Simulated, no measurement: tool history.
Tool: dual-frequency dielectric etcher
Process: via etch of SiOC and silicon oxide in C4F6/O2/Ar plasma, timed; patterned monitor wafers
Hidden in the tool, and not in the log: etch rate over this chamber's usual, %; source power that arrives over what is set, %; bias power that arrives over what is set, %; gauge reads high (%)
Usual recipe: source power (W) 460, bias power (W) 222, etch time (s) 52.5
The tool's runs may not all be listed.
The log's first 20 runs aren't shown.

run	hour	source power (W)	bias power (W)	etch time (s)	wafers since the last listed run	hours since the last wet clean	hours since the last source power generator calibration	hours since the last bias power generator calibration	hours since the last upper electrode change	hours since the gauge calibration	read-back reference wafer on the same gauge, depth_nm	mean etch depth across the wafer (Å)
21	226.5	460	222	52.5	111	133.8	210.3	3349.8	227.0	104.5	50.9	615
# hour 236.1: bias power generator calibrated
22	239.4	460	269	52.5	82	146.7	223.2	3.3	239.9	117.4	50.9	634
23	249.7	460	222	52.5	95	157.0	233.5	13.6	250.2	127.7	50.9	614
24	259.9	460	222	52.5	94	167.2	243.7	23.8	260.4	137.9	50.9	614
25	272.4	460	222	57.5	116	179.7	256.2	36.3	272.9	150.4	50.9	674
26	285.9	460	222	52.5	125	193.2	269.7	49.8	286.4	163.9	50.9	614
27	297.6	460	222	52.5	108	204.9	281.4	61.5	298.1	175.6	50.9	614
28	310.6	380	205	67.5	121	217.9	294.4	74.5	311.1	188.6	50.9	700
29	321.5	390	274	38.0	101	228.8	305.3	85.4	322.0	199.5	50.9	419
30	369.2	520	257	39.5	444	276.5	353.0	133.1	369.7	247.2	50.9	506
31	382.7	540	274	52.5	125	290.0	366.5	146.6	383.2	260.7	50.9	690

Predict each of these 3 candidate next runs independently; none follows another, all start after run 31:
A	383.1	540	222	52.5	3	290.4	366.9	147.0	383.6	261.1	?	?
B	383.1	460	174	67.5	3	290.4	366.9	147.0	383.6	261.1	?	?
C	383.1	420	222	60.0	3	290.4	366.9	147.0	383.6	261.1	?	?

run	read-back reference wafer on the same gauge, depth_nm	mean etch depth across the wafer (Å)
A	50.9	665
B	50.9	757
C	50.9	664
What these runs would have given with no unlogged condition in the tool:
run	mean etch depth across the wafer (Å)
A	672
B	765
C	671
